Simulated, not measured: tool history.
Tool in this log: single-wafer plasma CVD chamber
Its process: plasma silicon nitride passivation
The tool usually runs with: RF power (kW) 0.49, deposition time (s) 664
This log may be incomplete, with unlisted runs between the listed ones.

run,hour,RF power (kW),deposition time (s),wafers since the last listed run,hours since the last RF generator calibration,hours since the showerhead was replaced,hours since the gauge calibration,"read-back reference wafer on the same gauge, thickness_nm",mean film thickness on the monitor wafer (nm)
1,0,0.49,664,0,1114.8,2417.8,350.3,864.503,851.594
2,9.6,0.49,718,28,1124.4,2427.4,359.9,863.562,909.897
3,21.2,0.49,718,34,1136,2439,371.5,865.158,913.592
4,27.4,0.49,664,18,1142.2,2445.2,377.7,864.399,849.899
5,37.2,0.49,664,29,1152,2455,387.5,863.7,845.415
6,46,0.49,664,26,1160.8,2463.8,396.3,863.996,846.953
7,59.7,0.49,664,40,1174.5,2477.5,410,863.119,844.764
8,75.8,0.49,664,48,1190.6,2493.6,426.1,865.265,845.965
9,112.9,0.49,664,110,1227.7,2530.7,463.2,863.307,845.913
10,123.7,0.49,664,32,1238.5,2541.5,474,865.272,852.124
11,135.6,0.49,664,35,1250.4,2553.4,485.9,864.917,849.609
12,142.1,0.555,716,19,1256.9,2559.9,492.4,863.409,959.923
13,159.2,0.555,716,51,1274,2577,509.5,863.594,961.162
14,171.1,0.535,608,35,1285.9,2588.9,521.4,862.528,805.931
15,180,0.535,608,26,1294.8,2597.8,530.3,864.846,802.673
16,190.3,0.535,608,30,1305.1,2608.1,540.6,864.235,810.191
17,200.8,0.555,664,31,1315.6,2618.6,551.1,864.197,892.873
# hour 209.8: RF generator calibrated
18,211.4,0.555,664,7,1.6,2629.2,561.7,864.207,923.915
19,228.9,0.49,664,52,19.1,2646.7,579.2,865.318,874.399
# hour 233.9: gauge calibrated
20,238.9,0.49,664,29,29.1,2656.7,5,862.308,881.834
21,246.9,0.46,736,23,37.1,2664.7,13,863.508,943.887
22,254.5,0.535,608,22,44.7,2672.3,20.6,865.043,832.279
23,266,0.57,700,34,56.2,2683.8,32.1,864.671,982.058
# hour 283.7: showerhead replaced, of another model than before
24,284.2,0.49,770,30,74.4,0.5,50.3,863.64,1015.441
25,294.6,0.49,664,31,84.8,10.9,60.7,865.029,875.216
26,307,0.575,546,37,97.2,23.3,73.1,863.75,754.331
27,323.3,0.49,664,48,113.5,39.6,89.4,864.7,873.833
28,340,0.43,664,49,130.2,56.3,106.1,863.688,842.183
29,353.7,0.49,664,40,143.9,70,119.8,864.445,868.308
30,364.2,0.57,703,31,154.4,80.5,130.3,863.57,965.454
31,379.4,0.44,664,45,169.6,95.7,145.5,865.055,838.499
32,392.1,0.49,664,37,182.3,108.4,158.2,862.997,875.771
33,408.9,0.555,716,50,199.1,125.2,175,863.399,972.592
34,415,0.49,664,18,205.2,131.3,181.1,865.047,868.803
35,427.3,0.515,601,36,217.5,143.6,193.4,863.16,793.184
36,436.7,0.575,564,28,226.9,153,202.8,863.95,782.435
37,452.4,0.49,664,46,242.6,168.7,218.5,864.413,871.232
38,462.2,0.41,592,29,252.4,178.5,228.3,863.899,734.847
39,477.4,0.405,795,45,267.6,193.7,243.5,863.123,974.501
40,494.4,0.585,617,50,284.6,210.7,260.5,863.977,856.681
41,504.3,0.44,701,29,294.5,220.6,270.4,864.832,881.607
42,518.5,0.45,568,42,308.7,234.8,284.6,864.187,715.861
43,530.4,0.58,628,35,320.6,246.7,296.5,864.354,858.024

Below are 5 alternative next runs, each starting from the tool's condition after run 43. Predict each:
A,531,0.41,664,1,321.2,247.3,297.1,?,?
B,531,0.44,579,1,321.2,247.3,297.1,?,?
C,531,0.465,625,1,321.2,247.3,297.1,?,?
D,531,0.575,748,1,321.2,247.3,297.1,?,?
E,531,0.45,784,1,321.2,247.3,297.1,?,?

run,"read-back reference wafer on the same gauge, thickness_nm",mean film thickness on the monitor wafer (nm)
A,863.25,814.398
B,863.25,726.798
C,863.25,798.819
D,863.25,1023.866
E,863.25,991.383
The same runs, with their run-to-run variation unchanged, on a tool lacking any hidden condition would have given:
run,mean film thickness on the monitor wafer (nm)
A,827.407
B,738.409
C,811.58
D,1040.222
E,1007.22

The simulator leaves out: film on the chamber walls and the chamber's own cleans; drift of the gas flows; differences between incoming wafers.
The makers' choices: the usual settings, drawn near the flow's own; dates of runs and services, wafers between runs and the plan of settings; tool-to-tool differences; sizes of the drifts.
